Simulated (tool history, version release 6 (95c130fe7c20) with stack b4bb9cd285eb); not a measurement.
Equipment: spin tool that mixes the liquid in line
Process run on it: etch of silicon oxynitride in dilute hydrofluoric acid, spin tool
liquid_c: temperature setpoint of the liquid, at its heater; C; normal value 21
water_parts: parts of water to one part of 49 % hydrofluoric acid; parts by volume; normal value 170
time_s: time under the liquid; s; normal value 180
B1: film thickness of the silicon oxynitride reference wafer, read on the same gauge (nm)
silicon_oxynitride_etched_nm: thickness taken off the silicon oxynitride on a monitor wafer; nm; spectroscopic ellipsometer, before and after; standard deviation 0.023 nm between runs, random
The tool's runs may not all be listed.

run 1 hour=0 | liquid_c=23.5 water_parts=170 time_s=205 | B1=70.012 | silicon_oxynitride_etched_nm=4.659
run 2 hour=9.3 | liquid_c=23.5 water_parts=170 time_s=205 | B1=70 | silicon_oxynitride_etched_nm=4.632
run 3 hour=19.3 | liquid_c=23.5 water_parts=170 time_s=205 | B1=69.959 | silicon_oxynitride_etched_nm=4.584
run 4 hour=25.3 | liquid_c=23.5 water_parts=170 time_s=180 | B1=69.995 | silicon_oxynitride_etched_nm=4.071
run 5 hour=31.9 | liquid_c=21 water_parts=170 time_s=180 | B1=70.038 | silicon_oxynitride_etched_nm=3.657
run 6 hour=39 | liquid_c=21 water_parts=170 time_s=180 | B1=70.015 | silicon_oxynitride_etched_nm=3.623
run 7 hour=48.1 | liquid_c=21 water_parts=170 time_s=180 | B1=70.003 | silicon_oxynitride_etched_nm=3.618
run 8 hour=58.6 | liquid_c=21 water_parts=170 time_s=180 | B1=69.992 | silicon_oxynitride_etched_nm=3.634
-- hour=68 gauge calibrated
run 9 hour=73.5 | liquid_c=21 water_parts=170 time_s=180 | B1=69.992 | silicon_oxynitride_etched_nm=3.639
-- hour=89.3 thermometer replaced
run 10 hour=90.8 | liquid_c=21 water_parts=170 time_s=180 | B1=70.02 | silicon_oxynitride_etched_nm=3.634
run 11 hour=102.6 | liquid_c=18.5 water_parts=235 time_s=245 | B1=70.001 | silicon_oxynitride_etched_nm=3.053
-- hour=103.7 hydrofluoric acid flow meter replaced
run 12 hour=117 | liquid_c=17.5 water_parts=170 time_s=180 | B1=70 | silicon_oxynitride_etched_nm=3.079
run 13 hour=128.2 | liquid_c=21 water_parts=100 time_s=95 | B1=69.983 | silicon_oxynitride_etched_nm=3.433
run 14 hour=143.1 | liquid_c=24 water_parts=145 time_s=70 | B1=70.036 | silicon_oxynitride_etched_nm=1.926
run 15 hour=150.6 | liquid_c=21 water_parts=170 time_s=180 | B1=70.004 | silicon_oxynitride_etched_nm=3.648
run 16 hour=166.3 | liquid_c=25 water_parts=85 time_s=230 | B1=69.991 | silicon_oxynitride_etched_nm=11.866
run 17 hour=175.7 | liquid_c=23.5 water_parts=170 time_s=205 | B1=70.014 | silicon_oxynitride_etched_nm=4.639
run 18 hour=188.7 | liquid_c=17.5 water_parts=110 time_s=150 | B1=69.961 | silicon_oxynitride_etched_nm=4.142
run 19 hour=204.9 | liquid_c=21 water_parts=170 time_s=180 | B1=70.037 | silicon_oxynitride_etched_nm=3.666
run 20 hour=211 | liquid_c=17.5 water_parts=90 time_s=215 | B1=70.006 | silicon_oxynitride_etched_nm=7.29

Hidden state, per run?
liquid hotter than its thermometer reads (K): 0, the same for each run
hydrofluoric acid flow below the setpoint (%): 0, the same for each run
gauge reads high (%): 0, the same for each run
